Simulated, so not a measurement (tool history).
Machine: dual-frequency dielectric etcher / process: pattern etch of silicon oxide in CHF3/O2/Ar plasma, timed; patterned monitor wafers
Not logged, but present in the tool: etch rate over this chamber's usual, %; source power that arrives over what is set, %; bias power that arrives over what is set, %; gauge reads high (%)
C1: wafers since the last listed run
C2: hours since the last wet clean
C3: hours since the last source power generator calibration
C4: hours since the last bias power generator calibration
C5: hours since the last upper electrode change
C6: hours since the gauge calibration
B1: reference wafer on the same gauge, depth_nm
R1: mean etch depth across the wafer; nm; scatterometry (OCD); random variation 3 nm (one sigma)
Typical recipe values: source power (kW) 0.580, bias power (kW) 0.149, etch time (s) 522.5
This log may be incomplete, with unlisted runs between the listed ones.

Run 1, day 0.000: usual settings but source power (kW) 0.630, bias power (kW) 0.169; C1 0; C2 195.9; C3 3927.7; C4 4929.1; C5 2212.2; C6 162.2; B1 1099.6. Result: R1 988.4 nm.
Run 2, day 0.375: usual settings but source power (kW) 0.630, bias power (kW) 0.169; C1 29; C2 204.9; C3 3936.7; C4 4938.1; C5 2221.2; C6 171.2; B1 1099.3. Result: R1 989.3 nm.
Run 3, day 1.017: usual settings but bias power (kW) 0.136; C1 51; C2 220.3; C3 3952.1; C4 4953.5; C5 2236.6; C6 186.6; B1 1098.5. Result: R1 914.0 nm.
Run 4, day 1.350: usual settings but bias power (kW) 0.136; C1 26; C2 228.3; C3 3960.1; C4 4961.5; C5 2244.6; C6 194.6; B1 1099.2. Result: R1 911.6 nm.
Run 5, day 1.625: usual settings but etch time (s) 629.0; C1 21; C2 234.9; C3 3966.7; C4 4968.1; C5 2251.2; C6 201.2; B1 1099.3. Result: R1 1129.2 nm.
Run 6, day 2.058: usual settings; C1 34; C2 245.3; C3 3977.1; C4 4978.5; C5 2261.6; C6 211.6; B1 1100.2. Result: R1 935.1 nm.
Run 7, day 2.692: usual settings; C1 50; C2 260.5; C3 3992.3; C4 4993.7; C5 2276.8; C6 226.8; B1 1098.5. Result: R1 934.0 nm.
Run 8, day 3.100: usual settings; C1 32; C2 270.3; C3 4002.1; C4 5003.5; C5 2286.6; C6 236.6; B1 1098.8. Result: R1 932.9 nm.
Run 9, day 3.750: usual settings; C1 51; C2 285.9; C3 4017.7; C4 5019.1; C5 2302.2; C6 252.2; B1 1099.4. Result: R1 935.4 nm.
Run 10, day 4.354: usual settings but bias power (kW) 0.157; C1 48; C2 300.4; C3 4032.2; C4 5033.6; C5 2316.7; C6 266.7; B1 1098.8. Result: R1 949.2 nm.
Run 11, day 4.842: usual settings but bias power (kW) 0.157; C1 38; C2 312.1; C3 4043.9; C4 5045.3; C5 2328.4; C6 278.4; B1 1099.4. Result: R1 949.2 nm.
At day 5.254: bias power generator calibrated.
At day 6.062: upper electrode replaced.
At day 7.029: wet clean of the chamber.
Run 12, day 7.050: usual settings but bias power (kW) 0.161; C1 21; C2 0.5; C3 4096.9; C4 43.1; C5 23.7; C6 331.4; B1 1099.4. Result: R1 954.7 nm.
Run 13, day 7.071: usual settings but bias power (kW) 0.161; C1 1; C2 1.0; C3 4097.4; C4 43.6; C5 24.2; C6 331.9; B1 1098.9. Result: R1 957.0 nm.
Run 14, day 7.088: usual settings; C1 1; C2 1.4; C3 4097.8; C4 44.0; C5 24.6; C6 332.3; B1 1099.6. Result: R1 939.1 nm.
Run 15, day 7.271: usual settings but etch time (s) 398.5; C1 14; C2 5.8; C3 4102.2; C4 48.4; C5 29.0; C6 336.7; B1 1098.7. Result: R1 712.8 nm.
Run 16, day 7.958: usual settings but source power (kW) 0.640, bias power (kW) 0.173, etch time (s) 574.5; C1 54; C2 22.3; C3 4118.7; C4 64.9; C5 45.5; C6 353.2; B1 1097.7. Result: R1 1105.5 nm.
Run 17, day 8.479: usual settings but bias power (kW) 0.129; C1 41; C2 34.8; C3 4131.2; C4 77.4; C5 58.0; C6 365.7; B1 1100.0. Result: R1 899.9 nm.
Run 18, day 8.954: usual settings but etch time (s) 597.5; C1 37; C2 46.2; C3 4142.6; C4 88.8; C5 69.4; C6 377.1; B1 1099.2. Result: R1 1067.6 nm.
At day 9.392: source power generator calibrated.
Run 19, day 9.412: usual settings but source power (kW) 0.450; C1 23; C2 57.2; C3 0.5; C4 99.8; C5 80.4; C6 388.1; B1 1099.9. Result: R1 875.2 nm.
Run 20, day 9.592: usual settings but source power (kW) 0.630; C1 14; C2 61.5; C3 4.8; C4 104.1; C5 84.7; C6 392.4; B1 1098.7. Result: R1 955.9 nm.
Run 21, day 10.238: usual settings; C1 51; C2 77.0; C3 20.3; C4 119.6; C5 100.2; C6 407.9; B1 1098.5. Result: R1 931.8 nm.
At day 10.425: gauge calibrated.
Run 22, day 10.838: usual settings; C1 47; C2 91.4; C3 34.7; C4 134.0; C5 114.6; C6 9.9; B1 1098.6. Result: R1 934.7 nm.
Run 23, day 11.171: usual settings but source power (kW) 0.530, bias power (kW) 0.116, etch time (s) 659.5; C1 26; C2 99.4; C3 42.7; C4 142.0; C5 122.6; C6 17.9; B1 1099.0. Result: R1 1079.0 nm.
Run 24, day 11.600: usual settings; C1 34; C2 109.7; C3 53.0; C4 152.3; C5 132.9; C6 28.2; B1 1099.7. Result: R1 927.8 nm.
Run 25, day 12.171: usual settings but bias power (kW) 0.118, etch time (s) 646.0; C1 45; C2 123.4; C3 66.7; C4 166.0; C5 146.6; C6 41.9; B1 1099.5. Result: R1 1080.8 nm.
Run 26, day 12.546: usual settings but source power (kW) 0.660, bias power (kW) 0.166, etch time (s) 672.5; C1 29; C2 132.4; C3 75.7; C4 175.0; C5 155.6; C6 50.9; B1 1099.7. Result: R1 1295.1 nm.
Run 27, day 13.183: usual settings but source power (kW) 0.680, bias power (kW) 0.115, etch time (s) 419.0; C1 50; C2 147.7; C3 91.0; C4 190.3; C5 170.9; C6 66.2; B1 1099.1. Result: R1 724.7 nm.
Run 28, day 13.475: usual settings but source power (kW) 0.700, bias power (kW) 0.179, etch time (s) 408.0; C1 23; C2 154.7; C3 98.0; C4 197.3; C5 177.9; C6 73.2; B1 1098.4. Result: R1 818.4 nm.
Run 29, day 14.212: usual settings; C1 58; C2 172.4; C3 115.7; C4 215.0; C5 195.6; C6 90.9; B1 1099.6. Result: R1 937.8 nm.

How the hidden state differs across the entries between the runs, from the last listed run before each to the first after it:
Runs 11 to 12: bias power generator calibrated (day 5.254); upper electrode replaced (day 6.062); wet clean of the chamber (day 7.029)
  the hidden state is the same at both runs
Runs 18 to 19: source power generator calibrated (day 9.392)
  the hidden state is the same at both runs
Runs 21 to 22: gauge calibrated (day 10.425)
  the hidden state is the same at both runs

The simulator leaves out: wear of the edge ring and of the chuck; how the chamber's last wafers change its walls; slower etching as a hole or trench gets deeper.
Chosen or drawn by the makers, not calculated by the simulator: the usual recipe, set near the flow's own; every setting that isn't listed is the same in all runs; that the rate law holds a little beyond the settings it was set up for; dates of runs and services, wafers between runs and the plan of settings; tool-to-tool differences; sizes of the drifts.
